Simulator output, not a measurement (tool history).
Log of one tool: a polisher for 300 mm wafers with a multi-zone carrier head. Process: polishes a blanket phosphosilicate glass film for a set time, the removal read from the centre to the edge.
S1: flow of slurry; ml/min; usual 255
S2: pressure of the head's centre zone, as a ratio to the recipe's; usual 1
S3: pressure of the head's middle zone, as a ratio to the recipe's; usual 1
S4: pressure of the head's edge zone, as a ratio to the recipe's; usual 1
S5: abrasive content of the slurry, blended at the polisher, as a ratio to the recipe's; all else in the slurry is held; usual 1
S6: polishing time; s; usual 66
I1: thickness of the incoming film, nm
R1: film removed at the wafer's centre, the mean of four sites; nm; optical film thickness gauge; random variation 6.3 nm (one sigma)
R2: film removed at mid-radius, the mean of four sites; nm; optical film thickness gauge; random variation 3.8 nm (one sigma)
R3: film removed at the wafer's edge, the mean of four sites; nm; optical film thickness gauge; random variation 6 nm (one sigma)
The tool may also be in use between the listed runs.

| run | hour | S1 | S2 | S3 | S4 | S5 | S6 | I1 | R1 | R2 | R3 |
|---|---|---|---|---|---|---|---|---|---|---|---|
| 1 | 0 | 255 | 1 | 1 | 1 | 1 | 66 | 4514.9 | 462.5 | 450.3 | 462.3 |
|  | 13.4 | slurry nozzle cleaned |
| 2 | 51.7 | 255 | 1 | 1 | 1 | 1 | 66 | 4502.1 | 475.7 | 471.2 | 474.7 |
| 3 | 85.5 | 255 | 1 | 1 | 1 | 1 | 66 | 4463.9 | 481.6 | 463.9 | 474.8 |
|  | 107.6 | worn pad replaced by a new one |
| 4 | 138.5 | 255 | 1 | 1 | 1 | 1 | 66 | 4450.2 | 478 | 459.5 | 468.4 |
| 5 | 200.2 | 255 | 1 | 1 | 1 | 1 | 66 | 4555.3 | 470.4 | 461.6 | 460 |
|  | 227 | edge zone pressure recalibrated |
| 6 | 272.1 | 255 | 1 | 1 | 1 | 1 | 66 | 4507.8 | 473.2 | 456.1 | 459.8 |
|  | 294 | slurry nozzle cleaned |
| 7 | 315.1 | 255 | 1.04 | 1 | 1.11 | 1 | 66 | 4487.9 | 516.9 | 482.4 | 498.7 |
| 8 | 345.1 | 255 | 1 | 1 | 1 | 1 | 66 | 4422.8 | 490.5 | 474 | 473.8 |
|  | 367.3 | worn pad replaced by a new one |
| 9 | 381.4 | 255 | 1 | 1 | 1 | 1 | 66 | 4431.2 | 485.7 | 466.5 | 476.1 |
| 10 | 412.8 | 255 | 1 | 1 | 1 | 1 | 66 | 4453.5 | 475.5 | 467.3 | 473.8 |
|  | 416.3 | centre zone pressure recalibrated |
| 11 | 446.7 | 300 | 0.93 | 1 | 1.1 | 1.25 | 66 | 4444.6 | 485.2 | 509.9 | 536.1 |
| 12 | 515.1 | 185 | 1.04 | 1 | 1.04 | 0.85 | 66 | 4519.2 | 446.2 | 420.4 | 442.2 |
|  | 547.1 | carrier head's membrane replaced by a new one |
| 13 | 576.3 | 255 | 1 | 0.93 | 1 | 1 | 48 | 4422.2 | 334.4 | 305.6 | 328.9 |
|  | 614.3 | slurry nozzle cleaned |
| 14 | 619.8 | 255 | 1 | 0.88 | 1 | 0.75 | 51 | 4451.8 | 345.9 | 303.2 | 339.1 |
|  | 626.6 | worn pad replaced by a new one |
| 15 | 682.4 | 255 | 1 | 1 | 1 | 1.25 | 66 | 4492.2 | 518.7 | 500.8 | 510.6 |
| 16 | 723.7 | 255 | 1 | 1 | 1 | 0.85 | 66 | 4397.8 | 456.3 | 443.3 | 444.9 |
| 17 | 782.5 | 255 | 1 | 1 | 1.05 | 1 | 66 | 4466.2 | 476.5 | 454.5 | 475.7 |
| 18 | 849.1 | 280 | 1 | 1 | 1 | 1 | 66 | 4444.9 | 483.1 | 466.3 | 462.6 |
| 19 | 890.7 | 255 | 0.96 | 1.04 | 1.04 | 1 | 66 | 4447.1 | 438.6 | 468.4 | 469.3 |
|  | 914.3 | worn pad replaced by a new one |
|  | 924.2 | edge zone pressure recalibrated |
|  | 943 | slurry nozzle cleaned |
| 20 | 954.9 | 335 | 1.11 | 1.09 | 1 | 1.25 | 66 | 4494 | 602.3 | 560.3 | 523 |
| 21 | 1011.8 | 255 | 1 | 1 | 1 | 1 | 66 | 4429.6 | 484.6 | 469.5 | 480.7 |

4 ways to go on from here, each from the tool as it stands after run 21. What would each give?
| A | 1012.2 | 255 | 1 | 1 | 1 | 1 | 46 | 4527.1 | ? | ? | ? |
| B | 1012.2 | 255 | 1 | 1.07 | 1.12 | 0.9 | 66 | 4527.1 | ? | ? | ? |
| C | 1012.2 | 325 | 1 | 1 | 0.89 | 0.85 | 66 | 4527.1 | ? | ? | ? |
| D | 1012.2 | 225 | 1 | 1 | 0.89 | 1 | 66 | 4527.1 | ? | ? | ? |

| run | R1 | R2 | R3 |
|---|---|---|---|
| A | 334.7 | 331.9 | 341.6 |
| B | 466.6 | 489.7 | 503 |
| C | 471.8 | 466.7 | 451.9 |
| D | 472.5 | 469.4 | 459 |
Without the tool's hidden state the same runs would have given:
| run | R1 | R2 | R3 |
|---|---|---|---|
| A | 339.4 | 336.2 | 344.9 |
| B | 473.2 | 496 | 507.8 |
| C | 477.2 | 471.5 | 455.5 |
| D | 479.9 | 476.1 | 463.8 |
